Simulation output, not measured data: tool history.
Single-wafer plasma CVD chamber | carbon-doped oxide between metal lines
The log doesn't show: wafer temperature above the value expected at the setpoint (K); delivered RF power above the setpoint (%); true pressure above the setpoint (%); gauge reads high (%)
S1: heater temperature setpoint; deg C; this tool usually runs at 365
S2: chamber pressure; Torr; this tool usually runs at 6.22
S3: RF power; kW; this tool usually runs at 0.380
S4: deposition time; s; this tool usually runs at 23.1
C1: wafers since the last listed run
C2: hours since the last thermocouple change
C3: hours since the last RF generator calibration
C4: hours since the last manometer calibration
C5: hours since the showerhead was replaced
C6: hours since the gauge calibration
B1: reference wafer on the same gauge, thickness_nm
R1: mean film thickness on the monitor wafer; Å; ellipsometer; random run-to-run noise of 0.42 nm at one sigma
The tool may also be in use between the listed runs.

run	hour	S1	S2	S3	S4	C1	C2	C3	C4	C5	C6	B1	R1
1	0.0	365	6.22	0.380	23.1	0	846.9	508.0	844.2	2650.3	1290.4	86.895	932.15
2	254.2	365	6.22	0.380	26.5	4763	1101.1	762.2	1098.4	2904.5	1544.6	86.226	1066.46
# hour 290.5: capacitance manometer re-zeroed and calibrated
3	342.9	365	6.22	0.380	21.9	1512	1189.8	850.9	52.4	2993.2	1633.3	86.046	875.34
# hour 411.7: RF generator calibrated
4	549.5	365	6.22	0.380	21.9	3721	1396.4	137.8	259.0	3199.8	1839.9	85.421	872.23
5	633.5	365	6.22	0.380	21.9	1574	1480.4	221.8	343.0	3283.8	1923.9	85.140	864.03
6	718.6	370	5.25	0.380	23.1	1594	1565.5	306.9	428.1	3368.9	2009.0	84.822	888.18
# hour 749.0: gauge calibrated
7	771.7	370	5.25	0.380	23.1	995	1618.6	360.0	481.2	3422.0	22.7	88.910	926.94
8	813.1	370	5.25	0.380	23.1	775	1660.0	401.4	522.6	3463.4	64.1	88.890	921.40
9	901.6	365	6.22	0.380	23.1	1658	1748.5	489.9	611.1	3551.9	152.6	88.812	959.70
10	962.1	365	6.22	0.380	23.1	1133	1809.0	550.4	671.6	3612.4	213.1	88.888	955.14
11	1027.6	365	6.22	0.430	23.1	1227	1874.5	615.9	737.1	3677.9	278.6	88.823	1075.52
12	1112.1	365	6.22	0.380	23.1	1583	1959.0	700.4	821.6	3762.4	363.1	88.907	959.89
13	1182.8	370	6.68	0.400	19.3	1324	2029.7	771.1	892.3	3833.1	433.8	88.750	835.17
# hour 1220.2: showerhead replaced
14	1239.6	360	7.75	0.410	27.4	914	2086.5	827.9	949.1	19.4	490.6	88.767	1254.23
15	1341.7	365	6.22	0.380	25.7	1913	2188.6	930.0	1051.2	121.5	592.7	88.795	1054.17
# hour 1374.6: RF generator calibrated
# hour 1428.9: thermocouple changed; heater temperature recalibrated
16	1429.4	372	4.78	0.455	26.8	1343	0.5	54.8	1138.9	209.2	680.4	88.545	1223.51
17	1513.5	378	6.22	0.380	25.4	1575	84.6	138.9	1223.0	293.3	764.5	88.359	1020.01
18	1556.7	365	6.22	0.380	23.1	809	127.8	182.1	1266.2	336.5	807.7	88.246	950.20
19	1619.1	365	7.17	0.445	27.1	1169	190.2	244.5	1328.6	398.9	870.1	88.092	1292.28
# hour 1677.4: capacitance manometer re-zeroed and calibrated
20	1699.7	372	6.22	0.440	19.4	1360	270.8	325.1	22.3	479.5	950.7	88.040	899.19
21	1806.6	365	6.22	0.380	23.1	2003	377.7	432.0	129.2	586.4	1057.6	87.927	950.19
22	1858.9	372	7.04	0.430	21.9	980	430.0	484.3	181.5	638.7	1109.9	87.619	995.10
23	1961.7	365	6.22	0.380	23.1	1926	532.8	587.1	284.3	741.5	1212.7	87.612	944.71
24	2012.6	379	6.90	0.340	19.1	953	583.7	638.0	335.2	792.4	1263.6	87.602	684.98
25	2062.4	365	6.22	0.380	23.1	933	633.5	687.8	385.0	842.2	1313.4	87.449	946.43
26	2152.2	371	7.29	0.380	23.1	1682	723.3	777.6	474.8	932.0	1403.2	87.157	929.33
27	2213.5	365	6.22	0.455	25.8	1148	784.6	838.9	536.1	993.3	1464.5	86.969	1227.35
28	2297.6	365	6.22	0.380	24.6	1575	868.7	923.0	620.2	1077.4	1548.6	86.753	993.97

What differs in the tool's unlogged condition from the final listed run ahead of each entry between runs to the first listed run following it?
Run 2 -> run 3: capacitance manometer re-zeroed and calibrated (hour 290.5)
  gauge reads high (%): -2.27 -> -2.55
  measured minus no-state result, R1: -24.77 -> -22.95 Å
Run 3 -> run 4: RF generator calibrated (hour 411.7)
  gauge reads high (%): -2.55 -> -3.28
  measured minus no-state result, R1: -22.95 -> -29.57 Å
Run 6 -> run 7: gauge calibrated (hour 749.0)
  gauge reads high (%): -3.94 -> 0.689
  measured minus no-state result, R1: -36.40 -> +6.35 Å
Run 13 -> run 14: showerhead replaced (hour 1220.2)
  gauge reads high (%): 0.5 -> 0.447
  measured minus no-state result, R1: +4.16 -> +5.58 Å
Run 15 -> run 16: RF generator calibrated (hour 1374.6); thermocouple changed; heater temperature recalibrated (hour 1428.9)
  gauge reads high (%): 0.335 -> 0.222
  measured minus no-state result, R1: +3.52 -> +2.72 Å
Run 19 -> run 20: capacitance manometer re-zeroed and calibrated (hour 1677.4)
  gauge reads high (%): -0.0748 -> -0.223
  measured minus no-state result, R1: -0.96 -> -2.01 Å
